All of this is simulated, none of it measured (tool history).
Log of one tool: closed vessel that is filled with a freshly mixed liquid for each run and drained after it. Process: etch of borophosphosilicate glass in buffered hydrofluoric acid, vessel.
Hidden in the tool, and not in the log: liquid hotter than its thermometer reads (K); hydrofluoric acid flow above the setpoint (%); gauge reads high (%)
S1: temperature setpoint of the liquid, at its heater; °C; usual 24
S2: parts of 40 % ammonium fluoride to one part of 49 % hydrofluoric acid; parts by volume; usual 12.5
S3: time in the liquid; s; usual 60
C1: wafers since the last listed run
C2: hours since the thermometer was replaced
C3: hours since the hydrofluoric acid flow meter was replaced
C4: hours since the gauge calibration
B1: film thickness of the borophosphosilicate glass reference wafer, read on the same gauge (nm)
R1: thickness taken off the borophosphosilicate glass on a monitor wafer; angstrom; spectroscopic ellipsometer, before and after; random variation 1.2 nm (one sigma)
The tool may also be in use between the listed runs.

Run 1, hour 0: usual settings; C1 0; C2 1402.1; C3 685.8; C4 36.6; B1 110. Result: R1 1377.4 angstrom.
Run 2, hour 67.9: usual settings; C1 9514; C2 1470; C3 753.7; C4 104.5; B1 109.97. Result: R1 1362.2 angstrom.
Run 3, hour 132.9: usual settings; C1 9108; C2 1535; C3 818.7; C4 169.5; B1 110.01. Result: R1 1391.9 angstrom.
Run 4, hour 221.6: usual settings; C1 12429; C2 1623.7; C3 907.4; C4 258.2; B1 109.96. Result: R1 1407.8 angstrom.
Run 5, hour 288.4: usual settings but S2 14 parts by volume; C1 9360; C2 1690.5; C3 974.2; C4 325; B1 109.99. Result: R1 1259.7 angstrom.
Run 6, hour 360.7: usual settings but S2 14 parts by volume; C1 10131; C2 1762.8; C3 1046.5; C4 397.3; B1 110.01. Result: R1 1273.7 angstrom.
Run 7, hour 412.1: usual settings but S1 27 °C, S3 70 s; C1 7202; C2 1814.2; C3 1097.9; C4 448.7; B1 110. Result: R1 1912.5 angstrom.
Run 8, hour 468.4: usual settings but S1 27 °C, S3 70 s; C1 7889; C2 1870.5; C3 1154.2; C4 505; B1 110.02. Result: R1 1928.1 angstrom.
Run 9, hour 760.6: usual settings; C1 40945; C2 2162.7; C3 1446.4; C4 797.2; B1 110. Result: R1 1451 angstrom.
At hour 761: gauge calibrated.
At hour 792.1: hydrofluoric acid flow meter replaced.
Run 10, hour 854.7: usual settings but S1 20 °C, S2 10.5 parts by volume, S3 45 s; C1 13046; C2 2256.8; C3 62.6; C4 93.7; B1 110. Result: R1 1048.9 angstrom.
At hour 888.6: thermometer replaced.
Run 11, hour 909.9: usual settings but S1 27 °C, S3 70 s; C1 7594; C2 21.3; C3 117.8; C4 148.9; B1 110. Result: R1 1682.3 angstrom.
Run 12, hour 996.3: usual settings but S2 7.5 parts by volume; C1 12107; C2 107.7; C3 204.2; C4 235.3; B1 110. Result: R1 2033.7 angstrom.
Run 13, hour 1043.9: usual settings; C1 6670; C2 155.3; C3 251.8; C4 282.9; B1 110. Result: R1 1262.7 angstrom.
Run 14, hour 1101.4: usual settings but S1 19 °C; C1 8057; C2 212.8; C3 309.3; C4 340.4; B1 109.99. Result: R1 973.3 angstrom.
Run 15, hour 1137.5: usual settings; C1 5058; C2 248.9; C3 345.4; C4 376.5; B1 110. Result: R1 1265.2 angstrom.
Run 16, hour 1187: usual settings; C1 6936; C2 298.4; C3 394.9; C4 426; B1 110.02. Result: R1 1260.5 angstrom.

Forecast run 17:
Run 17, hour 1292.1: usual settings but S1 21 °C, S2 10.5 parts by volume, S3 75 s; C1 14727; C2 403.5; C3 500; C4 531.1; B1 ?. Result: R1 ?.

Run 17 gave B1 110.02, R1 1618.8 angstrom.
Without the tool's hidden state the same run would have given R1 1568.1 angstrom.
